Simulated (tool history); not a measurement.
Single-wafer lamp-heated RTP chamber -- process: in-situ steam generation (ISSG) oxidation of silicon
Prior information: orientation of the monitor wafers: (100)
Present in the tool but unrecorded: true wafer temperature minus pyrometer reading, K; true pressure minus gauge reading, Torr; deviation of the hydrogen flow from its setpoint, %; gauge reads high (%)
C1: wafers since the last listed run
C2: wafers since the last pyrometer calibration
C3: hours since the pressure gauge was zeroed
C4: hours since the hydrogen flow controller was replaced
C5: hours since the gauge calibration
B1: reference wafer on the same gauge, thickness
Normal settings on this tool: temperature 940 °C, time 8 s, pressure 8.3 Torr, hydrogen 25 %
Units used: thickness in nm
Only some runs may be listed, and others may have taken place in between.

run 1 hour=0 | temperature=940 time=8 pressure=8.3 hydrogen=18 | C1=0 C2=511 C3=3961.6 C4=4550.8 C5=2594.8 | B1=2.85 | thickness=3.11
run 2 hour=52.4 | temperature=940 time=8 pressure=8.3 hydrogen=25 | C1=512 C2=1024 C3=4014 C4=4603.2 C5=2647.2 | B1=2.853 | thickness=3.396
run 3 hour=99.7 | temperature=940 time=8 pressure=8.3 hydrogen=25 | C1=462 C2=1487 C3=4061.3 C4=4650.5 C5=2694.5 | B1=2.85 | thickness=3.403
-- hour=148.3 pressure gauge zeroed
run 4 hour=194.6 | temperature=940 time=8 pressure=8.3 hydrogen=25 | C1=850 C2=2337 C3=46.3 C4=4745.4 C5=2789.4 | B1=2.851 | thickness=3.405
run 5 hour=286.5 | temperature=940 time=8 pressure=8.3 hydrogen=25 | C1=899 C2=3236 C3=138.2 C4=4837.3 C5=2881.3 | B1=2.85 | thickness=3.41
run 6 hour=333.7 | temperature=940 time=8 pressure=8.3 hydrogen=25 | C1=461 C2=3698 C3=185.4 C4=4884.5 C5=2928.5 | B1=2.849 | thickness=3.399
run 7 hour=396.8 | temperature=940 time=8 pressure=8.3 hydrogen=29 | C1=617 C2=4315 C3=248.5 C4=4947.6 C5=2991.6 | B1=2.849 | thickness=3.566
run 8 hour=436.1 | temperature=940 time=8 pressure=8.3 hydrogen=29 | C1=384 C2=4700 C3=287.8 C4=4986.9 C5=3030.9 | B1=2.848 | thickness=3.557
-- hour=495.5 pyrometer window cleaned and pyrometer calibrated, repeated, since the last time left the tool worse
run 9 hour=526.5 | temperature=924 time=7 pressure=8.3 hydrogen=20 | C1=806 C2=302 C3=378.2 C4=5077.3 C5=3121.3 | B1=2.847 | thickness=2.911
run 10 hour=596 | temperature=925 time=8 pressure=8.3 hydrogen=25 | C1=679 C2=982 C3=447.7 C4=5146.8 C5=3190.8 | B1=2.848 | thickness=3.235
run 11 hour=650.6 | temperature=947 time=8 pressure=8.3 hydrogen=32 | C1=534 C2=1517 C3=502.3 C4=5201.4 C5=3245.4 | B1=2.848 | thickness=3.624
run 12 hour=711.9 | temperature=940 time=5 pressure=8.3 hydrogen=32 | C1=599 C2=2116 C3=563.6 C4=5262.7 C5=3306.7 | B1=2.849 | thickness=3.058
run 13 hour=810.5 | temperature=930 time=8 pressure=7.8 hydrogen=15 | C1=964 C2=3081 C3=662.2 C4=5361.3 C5=3405.3 | B1=2.85 | thickness=2.885
run 14 hour=909.2 | temperature=940 time=8 pressure=8.3 hydrogen=25 | C1=965 C2=4047 C3=760.9 C4=5460 C5=3504 | B1=2.849 | thickness=3.332
run 15 hour=1015.5 | temperature=947 time=6 pressure=9.4 hydrogen=32 | C1=1039 C2=5086 C3=867.2 C4=5566.3 C5=3610.3 | B1=2.847 | thickness=3.233
run 16 hour=1088.6 | temperature=940 time=8 pressure=8.3 hydrogen=25 | C1=715 C2=5802 C3=940.3 C4=5639.4 C5=3683.4 | B1=2.851 | thickness=3.357
-- hour=1247.8 hydrogen flow controller replaced
-- hour=1379.4 pyrometer window cleaned and pyrometer calibrated
run 17 hour=1379.9 | temperature=940 time=8 pressure=8.3 hydrogen=28 | C1=2693 C2=4 C3=1231.6 C4=132.1 C5=3974.7 | B1=2.851 | thickness=3.428
run 18 hour=1468.5 | temperature=959 time=8 pressure=8.3 hydrogen=21 | C1=866 C2=871 C3=1320.2 C4=220.7 C5=4063.3 | B1=2.851 | thickness=3.31
run 19 hour=1567.9 | temperature=940 time=10 pressure=8.3 hydrogen=25 | C1=972 C2=1843 C3=1419.6 C4=320.1 C5=4162.7 | B1=2.849 | thickness=3.589
run 20 hour=1654.2 | temperature=923 time=8 pressure=9.6 hydrogen=18 | C1=844 C2=2688 C3=1505.9 C4=406.4 C5=4249 | B1=2.85 | thickness=2.928
run 21 hour=1709.8 | temperature=940 time=8 pressure=8.3 hydrogen=25 | C1=543 C2=3232 C3=1561.5 C4=462 C5=4304.6 | B1=2.852 | thickness=3.333
-- hour=1730.2 gauge calibrated
run 22 hour=1782.3 | temperature=940 time=8 pressure=8.3 hydrogen=25 | C1=709 C2=3941 C3=1634 C4=534.5 C5=52.1 | B1=2.848 | thickness=3.348
run 23 hour=1875.6 | temperature=940 time=8 pressure=8.3 hydrogen=25 | C1=912 C2=4854 C3=1727.3 C4=627.8 C5=145.4 | B1=2.849 | thickness=3.346
run 24 hour=1942 | temperature=940 time=10 pressure=7.2 hydrogen=25 | C1=649 C2=5503 C3=1793.7 C4=694.2 C5=211.8 | B1=2.85 | thickness=3.623
run 25 hour=2000.4 | temperature=958 time=7 pressure=9.3 hydrogen=25 | C1=571 C2=6075 C3=1852.1 C4=752.6 C5=270.2 | B1=2.848 | thickness=3.262
run 26 hour=2045.2 | temperature=949 time=5 pressure=7.3 hydrogen=32 | C1=438 C2=6513 C3=1896.9 C4=797.4 C5=315 | B1=2.851 | thickness=3.163
-- hour=2273.1 pyrometer window cleaned and pyrometer calibrated
run 27 hour=2320.2 | temperature=940 time=8 pressure=8.3 hydrogen=25 | C1=2612 C2=461 C3=2171.9 C4=1072.4 C5=590 | B1=2.85 | thickness=3.332
run 28 hour=2406.5 | temperature=920 time=6 pressure=8.3 hydrogen=25 | C1=844 C2=1305 C3=2258.2 C4=1158.7 C5=676.3 | B1=2.852 | thickness=2.927
run 29 hour=2455.7 | temperature=940 time=8 pressure=8.3 hydrogen=25 | C1=481 C2=1786 C3=2307.4 C4=1207.9 C5=725.5 | B1=2.849 | thickness=3.322
run 30 hour=2704.1 | temperature=940 time=8 pressure=8.3 hydrogen=18 | C1=2430 C2=4216 C3=2555.8 C4=1456.3 C5=973.9 | B1=2.849 | thickness=3.068
run 31 hour=2751.1 | temperature=940 time=8 pressure=8.3 hydrogen=28 | C1=459 C2=4676 C3=2602.8 C4=1503.3 C5=1020.9 | B1=2.849 | thickness=3.451

For each run, what was the tool's unlogged condition?
true pressure minus gauge reading, Torr: 0 at every run
deviation of the hydrogen flow from its setpoint, %: 0 at every run
gauge reads high (%): 0 at every run
H1: true wafer temperature minus pyrometer reading, K
run=1 H1=10.4
run=2 H1=10.5
run=3 H1=10.6
run=4 H1=10.9
run=5 H1=11.4
run=6 H1=11.7
run=7 H1=12.2
run=8 H1=12.6
run=9 H1=0.435
run=10 H1=0.52
run=11 H1=0.648
run=12 H1=0.858
run=13 H1=1.34
run=14 H1=2
run=15 H1=2.92
run=16 H1=3.67
run=17 H1=1.13
run=18 H1=1.2
run=19 H1=1.45
run=20 H1=1.82
run=21 H1=2.13
run=22 H1=2.62
run=23 H1=3.4
run=24 H1=4.04
run=25 H1=4.68
run=26 H1=5.21
run=27 H1=0.139
run=28 H1=0.282
run=29 H1=0.425
run=30 H1=1.83
run=31 H1=2.22
